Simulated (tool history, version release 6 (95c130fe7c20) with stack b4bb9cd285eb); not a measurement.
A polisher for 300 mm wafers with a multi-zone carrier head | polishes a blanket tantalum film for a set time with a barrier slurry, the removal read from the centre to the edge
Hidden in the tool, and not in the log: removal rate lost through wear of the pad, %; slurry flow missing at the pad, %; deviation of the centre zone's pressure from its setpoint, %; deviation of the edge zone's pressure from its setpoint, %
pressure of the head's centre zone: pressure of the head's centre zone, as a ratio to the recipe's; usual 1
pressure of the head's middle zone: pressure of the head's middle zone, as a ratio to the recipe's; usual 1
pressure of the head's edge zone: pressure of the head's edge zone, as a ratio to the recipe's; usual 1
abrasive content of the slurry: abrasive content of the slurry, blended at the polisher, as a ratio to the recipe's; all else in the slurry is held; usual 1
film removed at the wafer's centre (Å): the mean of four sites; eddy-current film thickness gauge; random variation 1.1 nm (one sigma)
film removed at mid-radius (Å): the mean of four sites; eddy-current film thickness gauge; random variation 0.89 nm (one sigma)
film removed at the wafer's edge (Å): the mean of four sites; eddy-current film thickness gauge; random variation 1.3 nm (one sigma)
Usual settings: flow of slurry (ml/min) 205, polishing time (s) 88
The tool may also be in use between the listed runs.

run   hour  flow of slurry (ml/min)  pressure of the head's centre zone  pressure of the head's middle zone  pressure of the head's edge zone  abrasive content of the slurry  polishing time (s)  wafers since the last listed run  wafers polished on this pad  hours since the slurry nozzle was cleaned  hours since the centre zone pressure was calibrated  hours since the edge zone pressure was calibrated  hours since the carrier head's membrane was replaced  incoming thickness of the incoming film, nm  film removed at the wafer's centre (Å)  film removed at mid-radius (Å)  film removed at the wafer's edge (Å)
  1      0                      205                                   1                                   1                                 1                               1                  88                                 0                         1716                                       52.4                                                252.7                                              285.7                                                1220.6                                        355.6                                    1165                            1139                                  1132
  2   39.2                      205                                   1                                   1                                 1                               1                  88                               415                         2132                                       91.6                                                291.9                                              324.9                                                1259.8                                        347.2                                    1129                            1122                                  1124
  3   77.1                      205                                   1                                   1                                 1                               1                  88                               402                         2534                                      129.5                                                329.8                                              362.8                                                1297.7                                        349.3                                    1081                            1098                                  1114
     125.3  -- worn pad replaced by a new one
  4  125.8                      205                                   1                                   1                                 1                            0.85                  88                               474                            5                                      178.2                                                378.5                                              411.5                                                1346.4                                        353.2                                    1171                            1157                                  1174
  5  152.3                      205                                1.04                                   1                                 1                               1                  88                               281                          286                                      204.7                                                  405                                                438                                                1372.9                                          347                                    1241                            1177                                  1200
  6  224.2                      205                                   1                                   1                                 1                             1.1                  88                               762                         1049                                      276.6                                                476.9                                              509.9                                                1444.8                                        351.7                                    1187                            1178                                  1194
  7  277.9                      205                                   1                                   1                                 1                             1.1                  88                               569                         1618                                      330.3                                                530.6                                              563.6                                                1498.5                                        347.5                                    1173                            1149                                  1136
     280.1  -- edge zone pressure recalibrated
     283.5  -- centre zone pressure recalibrated
  8  326.5                      205                                   1                                   1                                 1                             1.1                  88                               473                         2091                                      378.9                                                   43                                               46.4                                                1547.1                                        344.1                                    1122                            1130                                  1130
  9  388.1                      205                                   1                                   1                              1.08                             0.9                  88                               653                         2745                                      440.5                                                104.6                                                108                                                1608.7                                        349.5                                    1041                            1044                                  1089
     430.7  -- worn pad replaced by a new one
 10  574.6                      245                                0.88                                   1                              1.11                               1                  88                              1935                         1526                                        627                                                291.1                                              294.5                                                1795.2                                        351.4                                    1025                            1144                                  1197

Forecast run 11:
     698.5  -- slurry nozzle cleaned
 11  721.1                      205                                   1                                   1                              1.09                               1                  88                              1543                         3069                                       22.6                                                437.6                                                441                                                1941.7                                        352.6                                       ?                               ?                                     ?

film removed at the wafer's centre (Å): 1092
film removed at mid-radius (Å): 1092
film removed at the wafer's edge (Å): 1146
Without the tool's hidden state the same run would have given film removed at the wafer's centre (Å) 1247, film removed at mid-radius (Å) 1246, film removed at the wafer's edge (Å) 1305.
